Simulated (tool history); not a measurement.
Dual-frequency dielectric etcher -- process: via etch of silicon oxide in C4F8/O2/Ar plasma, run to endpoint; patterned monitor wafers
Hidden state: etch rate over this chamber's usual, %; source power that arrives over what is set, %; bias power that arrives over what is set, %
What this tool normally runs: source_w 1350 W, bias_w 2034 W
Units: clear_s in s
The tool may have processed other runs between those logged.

| run | day | source_w | bias_w | wafers since the last listed run | hours since the last wet clean | hours since the last source power generator calibration | hours since the last bias power generator calibration | hours since the last upper electrode change | incoming incoming film thickness, nm | clear_s |
|---|---|---|---|---|---|---|---|---|---|---|
| 1 | 0.000 | 1420 | 2034 | 0 | 412.9 | 1147.7 | 1464.4 | 4330.6 | 797.9 | 163.8 |
| 2 | 2.912 | 1350 | 2034 | 393 | 482.8 | 1217.6 | 1534.3 | 4400.5 | 808.7 | 169.2 |
|  | 5.454 | wet clean of the chamber |
| 3 | 5.775 | 1350 | 2034 | 251 | 7.7 | 1286.3 | 1603.0 | 4469.2 | 798.6 | 168.0 |
| 4 | 7.788 | 1190 | 2034 | 272 | 56.0 | 1334.6 | 1651.3 | 4517.5 | 802.1 | 177.0 |
| 5 | 9.571 | 1190 | 2034 | 241 | 98.8 | 1377.4 | 1694.1 | 4560.3 | 806.6 | 177.4 |
| 6 | 13.075 | 1190 | 2034 | 473 | 182.9 | 1461.5 | 1778.2 | 4644.4 | 801.9 | 175.1 |
| 7 | 16.304 | 1500 | 2404 | 436 | 260.4 | 1539.0 | 1855.7 | 4721.9 | 813.9 | 154.5 |
| 8 | 19.512 | 1500 | 2404 | 433 | 337.4 | 1616.0 | 1932.7 | 4798.9 | 813.2 | 154.9 |
| 9 | 21.421 | 1350 | 1845 | 258 | 383.2 | 1661.8 | 1978.5 | 4844.7 | 805.9 | 174.0 |
| 10 | 25.154 | 1350 | 1845 | 504 | 472.8 | 1751.4 | 2068.1 | 4934.3 | 809.5 | 175.6 |
| 11 | 26.842 | 1350 | 1845 | 228 | 513.3 | 1791.9 | 2108.6 | 4974.8 | 806.0 | 174.7 |
|  | 27.938 | wet clean of the chamber |
| 12 | 30.704 | 1350 | 2034 | 387 | 66.4 | 1884.6 | 2201.3 | 5067.5 | 796.4 | 166.2 |
| 13 | 33.988 | 1350 | 2034 | 444 | 145.2 | 1963.4 | 2280.1 | 5146.3 | 804.7 | 170.0 |
|  | 36.050 | source power generator calibrated |
|  | 36.625 | upper electrode replaced |
| 14 | 36.646 | 1150 | 1845 | 259 | 209.0 | 14.3 | 2343.9 | 0.5 | 806.5 | 189.5 |
| 15 | 40.438 | 1040 | 2161 | 512 | 300.0 | 105.3 | 2434.9 | 91.5 | 800.4 | 182.6 |
|  | 50.779 | wet clean of the chamber |
| 16 | 50.800 | 1350 | 2034 | 1266 | 0.5 | 354.0 | 2683.6 | 340.2 | 811.0 | 172.0 |
|  | 51.112 | bias power generator calibrated |
| 17 | 52.612 | 1500 | 2404 | 222 | 44.0 | 397.5 | 36.0 | 383.7 | 802.8 | 152.4 |
| 18 | 56.800 | 1350 | 1703 | 566 | 144.5 | 498.0 | 136.5 | 484.2 | 799.5 | 180.6 |
| 19 | 58.325 | 1200 | 2454 | 206 | 181.1 | 534.6 | 173.1 | 520.8 | 808.5 | 166.0 |
| 20 | 62.733 | 1040 | 2254 | 596 | 286.9 | 640.4 | 278.9 | 626.6 | 799.2 | 178.3 |
| 21 | 65.933 | 1160 | 2374 | 432 | 363.7 | 717.2 | 355.7 | 703.4 | 801.2 | 168.4 |
| 22 | 68.254 | 1140 | 1838 | 313 | 419.4 | 772.9 | 411.4 | 759.1 | 799.4 | 187.1 |
|  | 70.925 | wet clean of the chamber |
| 23 | 79.500 | 1510 | 2034 | 1385 | 205.8 | 1042.8 | 681.3 | 1029.0 | 794.0 | 160.2 |
| 24 | 81.492 | 1470 | 1734 | 269 | 253.6 | 1090.6 | 729.1 | 1076.8 | 803.1 | 171.4 |
|  | 89.204 | wet clean of the chamber |
| 25 | 89.225 | 1680 | 2390 | 910 | 0.5 | 1276.2 | 914.7 | 1262.4 | 812.8 | 148.4 |
| 26 | 91.858 | 1140 | 1601 | 356 | 63.7 | 1339.4 | 977.9 | 1325.6 | 808.4 | 196.7 |
| 27 | 94.408 | 1350 | 1582 | 344 | 124.9 | 1400.6 | 1039.1 | 1386.8 | 812.7 | 187.2 |

4 options for the next run, each taken on its own from the tool as it stands now. Forecast them:
| A | 94.429 | 1350 | 2337 | 2 | 125.4 | 1401.1 | 1039.6 | 1387.3 | 804.0 | ? |
| B | 94.429 | 1670 | 1599 | 2 | 125.4 | 1401.1 | 1039.6 | 1387.3 | 804.0 | ? |
| C | 94.429 | 1540 | 2034 | 2 | 125.4 | 1401.1 | 1039.6 | 1387.3 | 804.0 | ? |
| D | 94.429 | 1120 | 1807 | 2 | 125.4 | 1401.1 | 1039.6 | 1387.3 | 804.0 | ? |

| run | clear_s |
|---|---|
| A | 159.0 |
| B | 169.1 |
| C | 159.6 |
| D | 186.6 |
The same runs, with their run-to-run variation unchanged, on a tool lacking any hidden condition would have given:
| run | clear_s |
|---|---|
| A | 161.5 |
| B | 171.8 |
| C | 162.2 |
| D | 189.6 |

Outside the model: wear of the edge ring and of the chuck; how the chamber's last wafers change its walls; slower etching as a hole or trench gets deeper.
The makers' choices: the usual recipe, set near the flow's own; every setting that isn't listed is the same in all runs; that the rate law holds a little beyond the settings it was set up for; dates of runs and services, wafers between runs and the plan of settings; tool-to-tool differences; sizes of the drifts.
